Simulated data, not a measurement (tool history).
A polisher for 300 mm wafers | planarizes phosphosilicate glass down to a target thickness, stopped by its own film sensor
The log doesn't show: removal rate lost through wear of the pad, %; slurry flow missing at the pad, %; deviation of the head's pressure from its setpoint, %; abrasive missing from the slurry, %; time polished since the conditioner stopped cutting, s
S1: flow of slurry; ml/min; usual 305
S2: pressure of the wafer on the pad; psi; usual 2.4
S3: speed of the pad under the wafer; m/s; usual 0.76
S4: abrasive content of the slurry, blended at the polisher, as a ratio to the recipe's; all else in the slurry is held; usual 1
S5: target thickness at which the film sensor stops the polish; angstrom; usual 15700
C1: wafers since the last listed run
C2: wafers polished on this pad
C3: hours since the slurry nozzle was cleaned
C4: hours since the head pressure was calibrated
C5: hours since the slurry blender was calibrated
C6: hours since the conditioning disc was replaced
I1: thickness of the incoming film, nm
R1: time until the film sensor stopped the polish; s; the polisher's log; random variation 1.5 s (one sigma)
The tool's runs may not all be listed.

run 1 hour=0 | S1=305 S2=1.9 S3=0.76 S4=1 S5=15700 | C1=0 C2=1361 C3=451.2 C4=602.9 C5=77.8 C6=452.3 | I1=2170.6 | R1=126.8
-- hour=45 slurry nozzle cleaned
run 2 hour=70.7 | S1=305 S2=2.4 S3=0.76 S4=1 S5=15700 | C1=659 C2=2020 C3=25.7 C4=673.6 C5=148.5 C6=523 | I1=2184.5 | R1=113.1
-- hour=79.4 conditioning disc replaced and pad reconditioned
run 3 hour=130.7 | S1=305 S2=2.4 S3=0.76 S4=1 S5=15700 | C1=548 C2=2568 C3=85.7 C4=733.6 C5=208.5 C6=51.3 | I1=2173 | R1=108.8
-- hour=161.6 worn pad replaced by a new one
run 4 hour=214.8 | S1=305 S2=2.4 S3=0.76 S4=1 S5=15700 | C1=757 C2=503 C3=169.8 C4=817.7 C5=292.6 C6=135.4 | I1=2217 | R1=115.7
-- hour=274.2 slurry blender recalibrated
run 5 hour=282.9 | S1=305 S2=2.4 S3=0.76 S4=1 S5=15700 | C1=625 C2=1128 C3=237.9 C4=885.8 C5=8.7 C6=203.5 | I1=2145 | R1=102.7
run 6 hour=352.4 | S1=305 S2=2.4 S3=0.76 S4=1 S5=15700 | C1=657 C2=1785 C3=307.4 C4=955.3 C5=78.2 C6=273 | I1=2186.9 | R1=113.2
run 7 hour=387.7 | S1=305 S2=2.4 S3=0.76 S4=1 S5=15700 | C1=333 C2=2119 C3=342.7 C4=990.6 C5=113.5 C6=308.3 | I1=2197.2 | R1=114.5
run 8 hour=430.8 | S1=305 S2=2.4 S3=0.76 S4=1 S5=15700 | C1=407 C2=2526 C3=385.8 C4=1033.7 C5=156.6 C6=351.4 | I1=2201.1 | R1=116.6
run 9 hour=463.2 | S1=305 S2=2.4 S3=0.76 S4=1 S5=15700 | C1=306 C2=2833 C3=418.2 C4=1066.1 C5=189 C6=383.8 | I1=2208 | R1=116.4
-- hour=501.1 worn pad replaced by a new one
run 10 hour=501.6 | S1=305 S2=2.4 S3=0.76 S4=1 S5=15700 | C1=325 C2=4 C3=456.6 C4=1104.5 C5=227.4 C6=422.2 | I1=2192.5 | R1=111.4
-- hour=524.7 head pressure recalibrated
run 11 hour=527.2 | S1=305 S2=2.4 S3=0.76 S4=1 S5=15700 | C1=223 C2=228 C3=482.2 C4=2.5 C5=253 C6=447.8 | I1=2223.9 | R1=120.1
-- hour=574.7 conditioning disc replaced and pad reconditioned
run 12 hour=588.1 | S1=270 S2=2.4 S3=0.76 S4=0.75 S5=16450 | C1=557 C2=785 C3=543.1 C4=63.4 C5=313.9 C6=13.4 | I1=2182.9 | R1=127
-- hour=592 slurry nozzle cleaned
-- hour=639.3 slurry blender recalibrated
run 13 hour=639.8 | S1=385 S2=1.7 S3=0.52 S4=1 S5=13630 | C1=460 C2=1245 C3=47.8 C4=115.1 C5=0.5 C6=65.1 | I1=2161.7 | R1=246.8
run 14 hour=677.6 | S1=305 S2=2.2 S3=0.54 S4=0.85 S5=15700 | C1=357 C2=1603 C3=85.6 C4=152.9 C5=38.3 C6=102.9 | I1=2155.1 | R1=169.8
run 15 hour=724 | S1=305 S2=2.4 S3=0.76 S4=1 S5=15700 | C1=438 C2=2041 C3=132 C4=199.3 C5=84.7 C6=149.3 | I1=2148.5 | R1=102.7
run 16 hour=786.2 | S1=305 S2=2.4 S3=0.9 S4=1 S5=15700 | C1=588 C2=2630 C3=194.2 C4=261.5 C5=146.9 C6=211.5 | I1=2204.8 | R1=100.6
run 17 hour=817.1 | S1=305 S2=2.4 S3=0.76 S4=1 S5=17030 | C1=292 C2=2922 C3=225.1 C4=292.4 C5=177.8 C6=242.4 | I1=2210.2 | R1=92.3
-- hour=867 worn pad replaced by a new one
run 18 hour=886.3 | S1=305 S2=2.4 S3=0.96 S4=1 S5=15700 | C1=616 C2=182 C3=294.3 C4=361.6 C5=247 C6=311.6 | I1=2199.5 | R1=95.2
run 19 hour=929.4 | S1=255 S2=2.1 S3=0.76 S4=1 S5=16790 | C1=407 C2=589 C3=337.4 C4=404.7 C5=290.1 C6=354.7 | I1=2206.3 | R1=105.5
-- hour=954.3 slurry blender recalibrated
run 20 hour=971 | S1=305 S2=2.1 S3=0.76 S4=1.25 S5=16380 | C1=374 C2=964 C3=379 C4=446.3 C5=16.7 C6=396.3 | I1=2178 | R1=92
run 21 hour=998.9 | S1=305 S2=2.4 S3=0.64 S4=1 S5=17440 | C1=263 C2=1228 C3=406.9 C4=474.2 C5=44.6 C6=424.2 | I1=2195.1 | R1=94.2
run 22 hour=1052.4 | S1=305 S2=2.4 S3=0.94 S4=1 S5=15700 | C1=505 C2=1734 C3=460.4 C4=527.7 C5=98.1 C6=477.7 | I1=2210.2 | R1=99.7
run 23 hour=1080.9 | S1=305 S2=2.4 S3=0.6 S4=0.8 S5=15700 | C1=269 C2=2003 C3=488.9 C4=556.2 C5=126.6 C6=506.2 | I1=2193.9 | R1=164
-- hour=1108.1 slurry nozzle cleaned
run 24 hour=1110.9 | S1=360 S2=3.1 S3=0.76 S4=1.1 S5=15700 | C1=274 C2=2277 C3=2.8 C4=586.2 C5=156.6 C6=536.2 | I1=2199.8 | R1=86.2
run 25 hour=1157 | S1=305 S2=2 S3=0.76 S4=1 S5=15700 | C1=435 C2=2713 C3=48.9 C4=632.3 C5=202.7 C6=582.3 | I1=2180.8 | R1=129.5
-- hour=1208.9 conditioning disc replaced and pad reconditioned
-- hour=1220 worn pad replaced by a new one
run 26 hour=1221.3 | S1=330 S2=2.4 S3=0.86 S4=1 S5=17680 | C1=551 C2=11 C3=113.2 C4=696.6 C5=267 C6=12.4 | I1=2157.5 | R1=65.1

Hidden state at the last listed run before each entry between runs and at the first one after, where it differs:
Between runs 1 and 2: slurry nozzle cleaned (hour 45)
  no hidden state differs between the two runs
Between runs 2 and 3: conditioning disc replaced and pad reconditioned (hour 79.4)
  no hidden state differs between the two runs
Between runs 3 and 4: worn pad replaced by a new one (hour 161.6)
  no hidden state differs between the two runs
Between runs 4 and 5: slurry blender recalibrated (hour 274.2)
  no hidden state differs between the two runs
Between runs 9 and 10: worn pad replaced by a new one (hour 501.1)
  no hidden state differs between the two runs
Between runs 10 and 11: head pressure recalibrated (hour 524.7)
  no hidden state differs between the two runs
Between runs 11 and 12: conditioning disc replaced and pad reconditioned (hour 574.7)
  no hidden state differs between the two runs
Between runs 12 and 13: slurry nozzle cleaned (hour 592); slurry blender recalibrated (hour 639.3)
  no hidden state differs between the two runs
Between runs 17 and 18: worn pad replaced by a new one (hour 867)
  no hidden state differs between the two runs
Between runs 19 and 20: slurry blender recalibrated (hour 954.3)
  no hidden state differs between the two runs
Between runs 23 and 24: slurry nozzle cleaned (hour 1108.1)
  no hidden state differs between the two runs
Between runs 25 and 26: conditioning disc replaced and pad reconditioned (hour 1208.9); worn pad replaced by a new one (hour 1220)
  no hidden state differs between the two runs

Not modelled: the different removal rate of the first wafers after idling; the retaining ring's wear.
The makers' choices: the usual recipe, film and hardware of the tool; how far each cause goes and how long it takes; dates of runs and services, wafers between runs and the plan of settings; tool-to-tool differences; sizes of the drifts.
